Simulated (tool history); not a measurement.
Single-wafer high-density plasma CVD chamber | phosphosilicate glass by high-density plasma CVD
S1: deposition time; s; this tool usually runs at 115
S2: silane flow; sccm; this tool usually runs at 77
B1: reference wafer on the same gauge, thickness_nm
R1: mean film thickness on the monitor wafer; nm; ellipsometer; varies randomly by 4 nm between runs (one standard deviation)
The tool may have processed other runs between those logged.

run 1 hour=0 | S1=115 S2=77 | B1=725.445 | R1=807.921
run 2 hour=34.3 | S1=115 S2=77 | B1=726.427 | R1=807.149
run 3 hour=81.2 | S1=115 S2=77 | B1=727.355 | R1=811.036
run 4 hour=139.2 | S1=115 S2=77 | B1=727.775 | R1=815.01
run 5 hour=207.2 | S1=115 S2=77 | B1=726.649 | R1=801.088
run 6 hour=263.8 | S1=115 S2=85 | B1=725.665 | R1=882.602
run 7 hour=306.7 | S1=115 S2=77 | B1=728.041 | R1=810.543
run 8 hour=362.9 | S1=115 S2=77 | B1=727.119 | R1=804.468
run 9 hour=400.7 | S1=115 S2=77 | B1=726.43 | R1=808.697
run 10 hour=467.6 | S1=115 S2=70 | B1=728.261 | R1=744.028
run 11 hour=527.5 | S1=115 S2=70 | B1=726.681 | R1=736.383
run 12 hour=579.9 | S1=115 S2=70 | B1=725.691 | R1=739.668
run 13 hour=643.9 | S1=115 S2=69 | B1=726.663 | R1=731.907
run 14 hour=702.2 | S1=115 S2=69 | B1=727.081 | R1=728.715
run 15 hour=758 | S1=115 S2=69 | B1=726.887 | R1=730.461
run 16 hour=798.3 | S1=109 S2=77 | B1=726.516 | R1=757.599
-- hour=841.9 silane flow controller replaced
run 17 hour=855.3 | S1=109 S2=77 | B1=726.276 | R1=812.875
run 18 hour=919.1 | S1=96 S2=69 | B1=728.938 | R1=647.832
run 19 hour=962.4 | S1=92 S2=62 | B1=726.55 | R1=561.433
run 20 hour=1008.1 | S1=105 S2=62 | B1=726.774 | R1=644.369
run 21 hour=1033.5 | S1=124 S2=77 | B1=727.028 | R1=925.237

What does the tool deliver on the next run?
run 22 hour=1070.8 | S1=129 S2=82 | B1=? | R1=?

B1: 727.094
R1: 1016.691 nm
If the tool had no hidden condition, the same run with the same run-to-run variation would have returned R1 1012.679 nm.

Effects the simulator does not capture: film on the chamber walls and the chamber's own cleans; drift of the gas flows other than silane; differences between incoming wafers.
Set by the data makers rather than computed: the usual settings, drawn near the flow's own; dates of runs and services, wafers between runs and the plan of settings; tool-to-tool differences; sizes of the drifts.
